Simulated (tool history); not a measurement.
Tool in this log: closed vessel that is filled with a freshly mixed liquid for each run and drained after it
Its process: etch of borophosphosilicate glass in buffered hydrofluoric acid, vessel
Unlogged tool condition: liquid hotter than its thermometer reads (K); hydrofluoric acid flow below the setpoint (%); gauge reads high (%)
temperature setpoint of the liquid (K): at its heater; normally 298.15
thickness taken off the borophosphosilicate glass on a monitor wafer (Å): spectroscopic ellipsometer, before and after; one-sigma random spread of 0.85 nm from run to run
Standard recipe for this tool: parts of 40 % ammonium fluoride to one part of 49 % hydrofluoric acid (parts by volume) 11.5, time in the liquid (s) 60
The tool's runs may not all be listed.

run,hour,temperature setpoint of the liquid (K),parts of 40 % ammonium fluoride to one part of 49 % hydrofluoric acid (parts by volume),time in the liquid (s),wafers since the last listed run,hours since the thermometer was replaced,hours since the hydrofluoric acid flow meter was replaced,hours since the gauge calibration,"read-back film thickness of the borophosphosilicate glass reference wafer, read on the same gauge (nm)",thickness taken off the borophosphosilicate glass on a monitor wafer (Å)
1,0,298.15,11.5,60,0,458.7,854.9,295.3,129.3,1010.1
# hour 18.7: thermometer replaced
2,61.5,298.15,11.5,60,6078,42.8,916.4,356.8,129.01,1025.1
3,89.9,298.15,11.5,60,2853,71.2,944.8,385.2,128.85,1016.1
4,127,301.65,11.5,60,3727,108.3,981.9,422.3,128.64,1235
5,182.3,298.15,11.5,60,5555,163.6,1037.2,477.6,128.29,1023.5
6,237.3,298.15,11.5,60,5525,218.6,1092.2,532.6,127.92,1011.2
7,264.9,298.15,11.5,60,2772,246.2,1119.8,560.2,127.68,1007
8,328.5,298.15,11.5,80,6389,309.8,1183.4,623.8,127.15,1332.7
9,364.7,298.15,11.5,60,3636,346,1219.6,660,126.8,1006.7
# hour 394.8: gauge calibrated
10,434.1,298.15,11.5,60,6972,415.4,1289,39.3,130.36,1020.7
11,479.2,302.65,7,35,4530,460.5,1334.1,84.4,130.32,1234.4
12,522.3,295.65,14,80,4329,503.6,1377.2,127.5,130.24,993.6
13,550,302.15,11.5,45,2782,531.3,1404.9,155.2,130.18,955.2
# hour 579.6: hydrofluoric acid flow meter replaced
14,591.4,298.15,11.5,60,4058,572.7,11.8,196.6,130.09,1021.5
# hour 624.1: thermometer replaced
15,642.3,298.15,11.5,60,5013,18.2,62.7,247.5,129.94,1035.1
16,696.2,298.15,14,30,5414,72.1,116.6,301.4,129.71,423.9
17,749.8,298.15,16,80,5384,125.7,170.2,355,129.47,982.6
18,820.7,295.65,16,60,7122,196.6,241.1,425.9,129.07,641.6
19,859.5,296.65,13.5,45,3897,235.4,279.9,464.7,128.84,606.5
20,905.9,303.15,11.5,60,4661,281.8,326.3,511.1,128.5,1334.3

What if the next run were any one of these 3? Each begins from the tool's condition after run 20:
A,906.6,298.15,10,60,70,282.5,327,511.8,?,?
B,906.6,296.15,7.5,40,70,282.5,327,511.8,?,?
C,906.6,298.15,13,80,70,282.5,327,511.8,?,?

run,"read-back film thickness of the borophosphosilicate glass reference wafer, read on the same gauge (nm)",thickness taken off the borophosphosilicate glass on a monitor wafer (Å)
A,128.53,1187.7
B,128.53,928.4
C,128.53,1223.9
Without the tool's hidden state the same runs would have given:
run,thickness taken off the borophosphosilicate glass on a monitor wafer (Å)
A,1201.5
B,939.2
C,1238.1
